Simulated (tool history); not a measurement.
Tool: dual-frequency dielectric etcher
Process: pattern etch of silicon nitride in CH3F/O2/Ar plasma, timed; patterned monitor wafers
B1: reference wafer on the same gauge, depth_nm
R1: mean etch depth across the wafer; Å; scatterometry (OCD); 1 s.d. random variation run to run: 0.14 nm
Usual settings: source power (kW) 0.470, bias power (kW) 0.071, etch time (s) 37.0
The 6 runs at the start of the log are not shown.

{"hour": 443.5, "done": "source power generator calibrated"}
{"hour": 443.8, "done": "gauge calibrated"}
{"run": 7, "hour": 444.0, "source power (kW)": 0.47, "bias power (kW)": 0.071, "etch time (s)": 37.0, "B1": 27.26, "R1": 240.0}
{"run": 8, "hour": 536.9, "source power (kW)": 0.47, "bias power (kW)": 0.071, "etch time (s)": 37.0, "B1": 27.14, "R1": 235.5}
{"hour": 578.9, "done": "wet clean of the chamber"}
{"run": 9, "hour": 616.6, "source power (kW)": 0.47, "bias power (kW)": 0.071, "etch time (s)": 37.0, "B1": 27.0, "R1": 236.6}
{"hour": 676.0, "done": "upper electrode replaced"}
{"hour": 735.7, "done": "bias power generator calibrated"}
{"run": 10, "hour": 885.9, "source power (kW)": 0.47, "bias power (kW)": 0.071, "etch time (s)": 37.0, "B1": 26.76, "R1": 235.2}
{"run": 11, "hour": 965.9, "source power (kW)": 0.47, "bias power (kW)": 0.071, "etch time (s)": 37.0, "B1": 26.68, "R1": 233.4}
{"run": 12, "hour": 1024.3, "source power (kW)": 0.58, "bias power (kW)": 0.089, "etch time (s)": 34.0, "B1": 26.62, "R1": 248.8}
{"run": 13, "hour": 1097.5, "source power (kW)": 0.47, "bias power (kW)": 0.087, "etch time (s)": 41.0, "B1": 26.6, "R1": 276.5}
{"run": 14, "hour": 1165.3, "source power (kW)": 0.37, "bias power (kW)": 0.065, "etch time (s)": 37.0, "B1": 26.57, "R1": 206.8}
{"run": 15, "hour": 1231.2, "source power (kW)": 0.56, "bias power (kW)": 0.058, "etch time (s)": 37.0, "B1": 26.53, "R1": 234.8}
{"hour": 1259.3, "done": "wet clean of the chamber"}
{"run": 16, "hour": 1285.5, "source power (kW)": 0.47, "bias power (kW)": 0.071, "etch time (s)": 37.0, "B1": 26.47, "R1": 233.3}
{"run": 17, "hour": 1328.9, "source power (kW)": 0.47, "bias power (kW)": 0.071, "etch time (s)": 37.0, "B1": 26.47, "R1": 232.8}
{"run": 18, "hour": 1405.1, "source power (kW)": 0.47, "bias power (kW)": 0.071, "etch time (s)": 37.0, "B1": 26.43, "R1": 232.2}
{"run": 19, "hour": 1474.2, "source power (kW)": 0.42, "bias power (kW)": 0.084, "etch time (s)": 47.0, "B1": 26.37, "R1": 302.5}
{"run": 20, "hour": 1522.5, "source power (kW)": 0.5, "bias power (kW)": 0.088, "etch time (s)": 37.0, "B1": 26.38, "R1": 258.7}
{"run": 21, "hour": 1660.1, "source power (kW)": 0.47, "bias power (kW)": 0.071, "etch time (s)": 37.0, "B1": 26.31, "R1": 233.1}
{"run": 22, "hour": 1719.8, "source power (kW)": 0.47, "bias power (kW)": 0.071, "etch time (s)": 37.0, "B1": 26.34, "R1": 233.1}
{"hour": 1793.0, "done": "wet clean of the chamber"}
{"run": 23, "hour": 1793.5, "source power (kW)": 0.47, "bias power (kW)": 0.087, "etch time (s)": 43.5, "B1": 26.28, "R1": 292.1}
{"run": 24, "hour": 1855.9, "source power (kW)": 0.54, "bias power (kW)": 0.082, "etch time (s)": 45.5, "B1": 26.21, "R1": 314.7}
{"run": 25, "hour": 1902.6, "source power (kW)": 0.47, "bias power (kW)": 0.058, "etch time (s)": 37.0, "B1": 26.25, "R1": 215.3}
{"run": 26, "hour": 1944.6, "source power (kW)": 0.47, "bias power (kW)": 0.055, "etch time (s)": 27.5, "B1": 26.19, "R1": 157.5}
{"run": 27, "hour": 2003.7, "source power (kW)": 0.47, "bias power (kW)": 0.057, "etch time (s)": 45.0, "B1": 26.25, "R1": 263.7}
{"run": 28, "hour": 2082.6, "source power (kW)": 0.51, "bias power (kW)": 0.071, "etch time (s)": 28.0, "B1": 26.18, "R1": 181.1}
{"run": 29, "hour": 2156.9, "source power (kW)": 0.47, "bias power (kW)": 0.076, "etch time (s)": 37.0, "B1": 26.13, "R1": 237.1}
{"run": 30, "hour": 2225.3, "source power (kW)": 0.47, "bias power (kW)": 0.077, "etch time (s)": 42.5, "B1": 26.19, "R1": 270.4}
{"run": 31, "hour": 2333.1, "source power (kW)": 0.42, "bias power (kW)": 0.088, "etch time (s)": 37.0, "B1": 26.22, "R1": 241.2}

Predict each of these 3 candidate next runs independently; none follows another, all start after run 31:
{"run": "A", "hour": 2333.5, "source power (kW)": 0.47, "bias power (kW)": 0.071, "etch time (s)": 34.0, "B1": "?", "R1": "?"}
{"run": "B", "hour": 2333.5, "source power (kW)": 0.42, "bias power (kW)": 0.071, "etch time (s)": 29.0, "B1": "?", "R1": "?"}
{"run": "C", "hour": 2333.5, "source power (kW)": 0.47, "bias power (kW)": 0.085, "etch time (s)": 30.5, "B1": "?", "R1": "?"}

run=A B1=26.17 R1=213.0
run=B B1=26.17 R1=174.5
run=C B1=26.17 R1=203.3
Had the tool no hidden state, the same runs would have come out as:
run=A R1=222.3
run=B R1=182.2
run=C R1=212.1
